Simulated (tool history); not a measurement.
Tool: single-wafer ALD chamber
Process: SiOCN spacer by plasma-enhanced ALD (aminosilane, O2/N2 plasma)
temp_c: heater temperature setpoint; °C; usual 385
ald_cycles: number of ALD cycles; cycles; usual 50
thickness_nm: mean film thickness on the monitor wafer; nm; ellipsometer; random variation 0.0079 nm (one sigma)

| run | hour | temp_c | ald_cycles | wafers since the last listed run | hours since the last thermocouple change | hours since the gauge calibration | read-back reference wafer on the same gauge, thickness_nm | thickness_nm |
|---|---|---|---|---|---|---|---|---|
| 1 | 0.0 | 385 | 50 | 0 | 183.2 | 184.4 | 3.021 | 3.150 |
| 2 | 67.2 | 394 | 57 | 391 | 250.4 | 251.6 | 3.019 | 3.598 |
| 3 | 103.9 | 394 | 57 | 213 | 287.1 | 288.3 | 3.020 | 3.590 |
| 4 | 194.2 | 378 | 55 | 525 | 377.4 | 378.6 | 3.019 | 3.462 |
| 5 | 255.2 | 378 | 55 | 355 | 438.4 | 439.6 | 3.021 | 3.467 |
| 6 | 414.6 | 385 | 50 | 927 | 597.8 | 599.0 | 3.021 | 3.149 |
| 7 | 703.0 | 385 | 50 | 1678 | 886.2 | 887.4 | 3.020 | 3.143 |
| 8 | 780.1 | 385 | 50 | 448 | 963.3 | 964.5 | 3.018 | 3.156 |
| 9 | 846.5 | 385 | 50 | 386 | 1029.7 | 1030.9 | 3.021 | 3.143 |
| 10 | 884.8 | 385 | 50 | 222 | 1068.0 | 1069.2 | 3.020 | 3.141 |
| 11 | 990.5 | 385 | 50 | 615 | 1173.7 | 1174.9 | 3.020 | 3.156 |
| 12 | 1038.1 | 385 | 50 | 277 | 1221.3 | 1222.5 | 3.020 | 3.134 |
|  | 1064.3 | thermocouple changed; heater temperature recalibrated |
| 13 | 1127.6 | 385 | 50 | 474 | 63.3 | 1312.0 | 3.019 | 3.149 |
| 14 | 1185.2 | 372 | 55 | 335 | 120.9 | 1369.6 | 3.019 | 3.466 |
| 15 | 1240.4 | 375 | 50 | 321 | 176.1 | 1424.8 | 3.020 | 3.156 |
| 16 | 1329.1 | 393 | 50 | 516 | 264.8 | 1513.5 | 3.019 | 3.149 |
| 17 | 1417.3 | 398 | 47 | 513 | 353.0 | 1601.7 | 3.020 | 2.961 |
|  | 1418.2 | gauge calibrated |
| 18 | 1506.0 | 372 | 58 | 516 | 441.7 | 87.8 | 3.023 | 3.647 |
| 19 | 1578.7 | 376 | 46 | 423 | 514.4 | 160.5 | 3.020 | 2.887 |
| 20 | 1654.4 | 385 | 50 | 440 | 590.1 | 236.2 | 3.022 | 3.147 |
| 21 | 1725.9 | 371 | 50 | 416 | 661.6 | 307.7 | 3.019 | 3.150 |
| 22 | 1802.8 | 393 | 50 | 447 | 738.5 | 384.6 | 3.019 | 3.153 |
| 23 | 1885.2 | 385 | 45 | 479 | 820.9 | 467.0 | 3.019 | 2.834 |
| 24 | 1938.5 | 385 | 50 | 310 | 874.2 | 520.3 | 3.021 | 3.150 |
| 25 | 1993.7 | 400 | 44 | 321 | 929.4 | 575.5 | 3.019 | 2.753 |

4 ways to go on from here, each from the tool as it stands after run 25. What would each give?
| A | 1994.2 | 385 | 50 | 2 | 929.9 | 576.0 | ? | ? |
| B | 1994.2 | 375 | 55 | 2 | 929.9 | 576.0 | ? | ? |
| C | 1994.2 | 377 | 44 | 2 | 929.9 | 576.0 | ? | ? |
| D | 1994.2 | 392 | 56 | 2 | 929.9 | 576.0 | ? | ? |

| run | read-back reference wafer on the same gauge, thickness_nm | thickness_nm |
|---|---|---|
| A | 3.019 | 3.145 |
| B | 3.019 | 3.460 |
| C | 3.019 | 2.768 |
| D | 3.019 | 3.522 |
Without the tool's hidden state the same runs would have given:
| run | thickness_nm |
|---|---|
| A | 3.145 |
| B | 3.460 |
| C | 2.768 |
| D | 3.522 |

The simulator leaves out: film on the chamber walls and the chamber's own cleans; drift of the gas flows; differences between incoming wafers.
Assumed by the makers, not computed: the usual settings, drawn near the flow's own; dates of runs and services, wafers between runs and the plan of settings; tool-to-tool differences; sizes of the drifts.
